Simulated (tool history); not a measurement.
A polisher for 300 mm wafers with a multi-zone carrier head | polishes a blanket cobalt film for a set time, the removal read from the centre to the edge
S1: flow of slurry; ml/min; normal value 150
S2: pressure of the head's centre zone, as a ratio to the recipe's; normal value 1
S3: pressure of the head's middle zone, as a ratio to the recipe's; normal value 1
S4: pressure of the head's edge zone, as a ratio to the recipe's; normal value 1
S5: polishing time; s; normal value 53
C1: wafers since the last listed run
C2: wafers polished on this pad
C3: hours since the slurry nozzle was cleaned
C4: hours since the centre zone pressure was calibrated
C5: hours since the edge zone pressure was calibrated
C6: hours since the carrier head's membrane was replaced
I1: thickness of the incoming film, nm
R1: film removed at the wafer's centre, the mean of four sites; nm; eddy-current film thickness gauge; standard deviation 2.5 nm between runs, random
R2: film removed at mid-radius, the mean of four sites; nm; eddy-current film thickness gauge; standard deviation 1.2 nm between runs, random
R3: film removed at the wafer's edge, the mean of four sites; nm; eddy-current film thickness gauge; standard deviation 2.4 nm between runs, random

run,day,S1,S2,S3,S4,S5,C1,C2,C3,C4,C5,C6,I1,R1,R2,R3
1,0,150,1,1,1,53,0,255,450.8,835.6,914,1381.9,1318.6,149.7,151.6,156
2,0.658,120,1,1,1,53,189,445,466.6,851.4,929.8,1397.7,1281.4,130.8,136.1,147.8
3,1.183,120,1,1,1,53,150,596,479.2,864,942.4,1410.3,1315.7,133.2,134.6,143.1
4,1.462,150,1,1,1,53,80,676,485.9,870.7,949.1,1417,1313.5,145,143.9,151.4
# day 2.212: worn pad replaced by a new one
5,2.233,150,1,1,1,53,173,5,504.4,889.2,967.6,1435.5,1293.9,147.9,148.6,158.8
6,4.017,150,1,1,1,53,512,518,547.2,932,1010.4,1478.3,1318.6,136.8,139.4,146.4
7,4.454,150,1,1,1.07,53,125,644,557.7,942.5,1020.9,1488.8,1296,134.2,137.1,150.6
8,4.921,150,0.97,1,0.91,53,134,778,568.9,953.7,1032.1,1500,1302.9,125.9,133.9,138.7
# day 5.138: worn pad replaced by a new one
9,5.512,150,1.07,1.06,1.11,69,122,108,583.1,967.9,1046.3,1514.2,1327.7,188.4,185.1,205.9
10,5.788,110,1.11,1.06,0.9,53,79,187,589.7,974.5,1052.9,1520.8,1293.8,123,123.7,129.9
# day 6.404: carrier head's membrane replaced by a new one
11,6.425,120,1,1,1,53,123,310,605,989.8,1068.2,0.5,1280,119,119.5,138.8
12,6.8,135,1.03,1,1,53,107,418,614,998.8,1077.2,9.5,1319,125,124.1,137.4
# day 6.979: edge zone pressure recalibrated
# day 6.996: slurry nozzle cleaned
# day 7.208: centre zone pressure recalibrated
13,7.425,150,1.07,1.08,1,53,127,546,10.3,5.2,10.7,24.5,1282.1,166.9,164.7,162.1
14,7.775,150,1.1,0.92,1.09,59,100,647,18.7,13.6,19.1,32.9,1295.5,189.8,168.4,186.7
15,8.312,150,1,1,1,53,154,801,31.6,26.5,32,45.8,1297.4,155,154.7,163.3
16,8.65,130,1,1,1,53,97,898,39.7,34.6,40.1,53.9,1280.7,148.2,150.8,157.1
# day 8.817: worn pad replaced by a new one
17,9.088,170,0.93,1.05,1,53,77,77,50.2,45.1,50.6,64.4,1298.3,159,171.5,169.5
18,10.846,130,1,1,1,47,505,583,92.4,87.3,92.8,106.6,1308.9,133.5,135.4,139.2
19,11.308,150,0.92,1.05,1.08,70,133,716,103.5,98.4,103.9,117.7,1316.4,192.8,212.4,220
20,11.712,150,1,1,1,53,116,832,113.2,108.1,113.6,127.4,1301.1,156.6,153.9,159.1
# day 12.154: worn pad replaced by a new one
21,12.212,100,1,1,1.06,44,95,16,125.2,120.1,125.6,139.4,1298.1,120.1,122.1,132.1

Some steps in R1, run to run, broken into two amounts with sign: the step expected even without the hidden condition (settings, incoming material, random variation), and the rest, left for the hidden condition together with whatever gauge scatter is not in both the measured and the hidden-condition-free result:
Hidden conditions of the tool in this case: removal rate lost through wear of the pad, %; slurry flow missing at the pad, %; deviation of the centre zone's pressure from its setpoint, %; deviation of the edge zone's pressure from its setpoint, %.
Run 5 -> 6: nothing adjusted, nothing logged. R1 -11.1 nm: hidden state -12.4, all else +1.3.
Run 8 -> 9: S2 0.97 -> 1.07, S3 1 -> 1.06, S4 0.91 -> 1.11, S5 53 -> 69, worn pad replaced by a new one. R1 +62.5 nm: hidden state -9.3, all else +71.8.
Run 9 -> 10: S1 150 -> 110, S2 1.07 -> 1.11, S4 1.11 -> 0.9, S5 69 -> 53. R1 -65.4 nm: hidden state +0.1, all else -65.5.
Run 12 -> 13: S1 135 -> 150, S2 1.03 -> 1.07, S3 1 -> 1.08, edge zone pressure recalibrated, slurry nozzle cleaned, centre zone pressure recalibrated. R1 +41.9 nm: hidden state +33.5, all else +8.4.
